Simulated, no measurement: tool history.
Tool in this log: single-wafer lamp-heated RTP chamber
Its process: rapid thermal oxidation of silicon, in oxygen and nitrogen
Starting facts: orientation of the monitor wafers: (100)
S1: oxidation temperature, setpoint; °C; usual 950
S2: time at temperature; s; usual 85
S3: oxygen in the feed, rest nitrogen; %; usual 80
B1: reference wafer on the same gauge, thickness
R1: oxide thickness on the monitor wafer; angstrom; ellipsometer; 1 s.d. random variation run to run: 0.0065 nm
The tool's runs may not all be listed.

Run 1, hour 0.0: usual settings; B1 5.180. Result: R1 44.48 angstrom.
Run 2, hour 12.5: usual settings; B1 5.181. Result: R1 44.57 angstrom.
Run 3, hour 27.2: usual settings; B1 5.182. Result: R1 44.70 angstrom.
Run 4, hour 42.9: usual settings; B1 5.178. Result: R1 44.69 angstrom.
Run 5, hour 59.0: usual settings; B1 5.183. Result: R1 44.83 angstrom.
Run 6, hour 72.9: usual settings but S3 62 %; B1 5.178. Result: R1 41.40 angstrom.
Run 7, hour 84.8: usual settings; B1 5.183. Result: R1 44.95 angstrom.
Run 8, hour 90.9: usual settings; B1 5.180. Result: R1 44.94 angstrom.
At hour 99.7: oxygen flow controller replaced.
At hour 100.4: pyrometer window cleaned and pyrometer calibrated.
Run 9, hour 104.6: usual settings; B1 5.182. Result: R1 43.41 angstrom.
Run 10, hour 129.9: usual settings; B1 5.179. Result: R1 43.45 angstrom.
Run 11, hour 136.4: usual settings but S1 938 °C, S3 68 %; B1 5.180. Result: R1 37.96 angstrom.
Run 12, hour 149.3: usual settings; B1 5.176. Result: R1 43.56 angstrom.
Run 13, hour 163.3: usual settings but S2 54 s; B1 5.179. Result: R1 36.29 angstrom.
At hour 169.5: gauge calibrated.
Run 14, hour 178.6: usual settings but S1 973 °C; B1 5.183. Result: R1 51.46 angstrom.
Run 15, hour 185.2: usual settings; B1 5.178. Result: R1 43.41 angstrom.
Run 16, hour 191.4: usual settings but S3 64 %; B1 5.180. Result: R1 40.51 angstrom.
Run 17, hour 197.7: usual settings but S2 44 s, S3 98 %; B1 5.179. Result: R1 35.52 angstrom.
Run 18, hour 206.2: usual settings but S1 924 °C, S2 127 s, S3 72 %; B1 5.178. Result: R1 41.13 angstrom.
Run 19, hour 212.6: usual settings but S2 65 s, S3 55 %; B1 5.182. Result: R1 35.01 angstrom.

Run by run, hidden condition taken away, random variation retained:
Hidden state at play: true wafer temperature minus pyrometer reading, K; deviation of the oxygen flow from its setpoint, %; gauge reads high (%).
run     R1
  1  43.21
  2  43.25
  3  43.32
  4  43.26
  5  43.33
  6  40.03
  7  43.34
  8  43.31
  9  43.25
 10  43.29
 11  37.83
 12  43.39
 13  36.16
 14  51.25
 15  43.23
 16  40.35
 17  35.38
 18  40.95
 19  34.88

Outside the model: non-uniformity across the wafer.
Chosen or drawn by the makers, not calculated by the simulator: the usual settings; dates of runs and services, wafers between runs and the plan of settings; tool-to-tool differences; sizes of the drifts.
